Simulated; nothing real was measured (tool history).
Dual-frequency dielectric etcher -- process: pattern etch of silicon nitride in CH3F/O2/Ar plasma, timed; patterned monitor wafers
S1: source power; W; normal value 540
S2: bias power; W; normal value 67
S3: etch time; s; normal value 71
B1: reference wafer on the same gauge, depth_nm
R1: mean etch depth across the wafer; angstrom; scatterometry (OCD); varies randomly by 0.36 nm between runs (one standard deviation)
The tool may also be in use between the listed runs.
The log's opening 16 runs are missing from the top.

{"hour": 399.1, "done": "bias power generator calibrated"}
{"run": 17, "hour": 399.6, "S1": 540, "S2": 60, "S3": 82.5, "B1": 58.8, "R1": 648}
{"run": 18, "hour": 457.0, "S1": 540, "S2": 60, "S3": 53.5, "B1": 58.6, "R1": 419}
{"run": 19, "hour": 488.4, "S1": 540, "S2": 78, "S3": 71, "B1": 58.4, "R1": 609}
{"run": 20, "hour": 515.4, "S1": 540, "S2": 67, "S3": 71, "B1": 58.3, "R1": 571}
{"run": 21, "hour": 531.2, "S1": 670, "S2": 51, "S3": 61, "B1": 58.4, "R1": 485}
{"run": 22, "hour": 554.8, "S1": 420, "S2": 67, "S3": 79.5, "B1": 58.4, "R1": 607}
{"run": 23, "hour": 575.3, "S1": 440, "S2": 80, "S3": 60, "B1": 58.3, "R1": 487}
{"run": 24, "hour": 610.2, "S1": 670, "S2": 78, "S3": 71, "B1": 58.3, "R1": 659}
{"run": 25, "hour": 630.3, "S1": 540, "S2": 67, "S3": 71, "B1": 58.1, "R1": 574}
{"run": 26, "hour": 642.3, "S1": 410, "S2": 82, "S3": 71, "B1": 58.4, "R1": 572}
{"hour": 685.1, "done": "wet clean of the chamber"}
{"run": 27, "hour": 685.6, "S1": 540, "S2": 67, "S3": 71, "B1": 58.2, "R1": 571}
{"run": 28, "hour": 685.9, "S1": 500, "S2": 61, "S3": 82.5, "B1": 58.2, "R1": 634}
{"run": 29, "hour": 715.3, "S1": 540, "S2": 61, "S3": 90.5, "B1": 58.2, "R1": 718}
{"run": 30, "hour": 745.1, "S1": 400, "S2": 67, "S3": 89.5, "B1": 58.1, "R1": 669}

4 options for the next run, each taken on its own from the tool as it stands now. Forecast them:
{"run": "A", "hour": 745.5, "S1": 540, "S2": 52, "S3": 71, "B1": "?", "R1": "?"}
{"run": "B", "hour": 745.5, "S1": 540, "S2": 51, "S3": 81, "B1": "?", "R1": "?"}
{"run": "C", "hour": 745.5, "S1": 610, "S2": 75, "S3": 78, "B1": "?", "R1": "?"}
{"run": "D", "hour": 745.5, "S1": 480, "S2": 60, "S3": 88, "B1": "?", "R1": "?"}

run=A B1=58.2 R1=519
run=B B1=58.2 R1=588
run=C B1=58.2 R1=676
run=D B1=58.2 R1=653
Had the tool no hidden state, the same runs would have come out as:
run=A R1=536
run=B R1=608
run=C R1=698
run=D R1=675
